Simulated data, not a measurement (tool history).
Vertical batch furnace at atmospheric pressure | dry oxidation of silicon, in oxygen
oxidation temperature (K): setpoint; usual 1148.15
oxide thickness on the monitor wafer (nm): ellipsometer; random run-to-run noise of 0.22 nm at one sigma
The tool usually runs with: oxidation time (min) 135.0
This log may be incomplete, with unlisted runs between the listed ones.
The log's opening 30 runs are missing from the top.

| run | hour | oxidation temperature (K) | oxidation time (min) | wafers since the last listed run | hours since the last temperature calibration | hours since the boat lift was adjusted | hours since the gauge calibration | read-back reference wafer on the same gauge, thickness | oxide thickness on the monitor wafer (nm) |
|---|---|---|---|---|---|---|---|---|---|
| 31 | 2635.1 | 1148.15 | 96.5 | 4043 | 1436.7 | 871.9 | 1508.3 | 44.06 | 30.55 |
| 32 | 2724.3 | 1158.15 | 198.5 | 1390 | 1525.9 | 961.1 | 1597.5 | 44.11 | 55.62 |
| 33 | 2767.3 | 1164.15 | 135.0 | 670 | 1568.9 | 1004.1 | 1640.5 | 44.10 | 45.37 |
| 34 | 2854.9 | 1168.15 | 135.0 | 1365 | 1656.5 | 1091.7 | 1728.1 | 44.07 | 47.14 |
| 35 | 2950.1 | 1148.15 | 79.5 | 1483 | 1751.7 | 1186.9 | 1823.3 | 44.12 | 26.79 |
| 36 | 3110.4 | 1139.15 | 115.0 | 2498 | 1912.0 | 1347.2 | 1983.6 | 44.11 | 31.01 |
| 37 | 3154.0 | 1170.15 | 72.5 | 679 | 1955.6 | 1390.8 | 2027.2 | 44.11 | 30.95 |
| 38 | 3234.6 | 1156.15 | 70.5 | 1256 | 2036.2 | 1471.4 | 2107.8 | 44.10 | 26.61 |

Forecast each of these 4 alternatives for the next run:
| A | 3239.9 | 1148.15 | 178.0 | 82 | 2041.5 | 1476.7 | 2113.1 | ? | ? |
| B | 3239.9 | 1128.15 | 100.5 | 82 | 2041.5 | 1476.7 | 2113.1 | ? | ? |
| C | 3239.9 | 1126.15 | 167.0 | 82 | 2041.5 | 1476.7 | 2113.1 | ? | ? |
| D | 3239.9 | 1172.15 | 79.0 | 82 | 2041.5 | 1476.7 | 2113.1 | ? | ? |

| run | read-back reference wafer on the same gauge, thickness | oxide thickness on the monitor wafer (nm) |
|---|---|---|
| A | 44.04 | 46.52 |
| B | 44.04 | 25.13 |
| C | 44.04 | 35.05 |
| D | 44.04 | 33.92 |
What these runs would have given with no unlogged condition in the tool:
| run | oxide thickness on the monitor wafer (nm) |
|---|---|
| A | 46.73 |
| B | 25.24 |
| C | 35.21 |
| D | 34.07 |
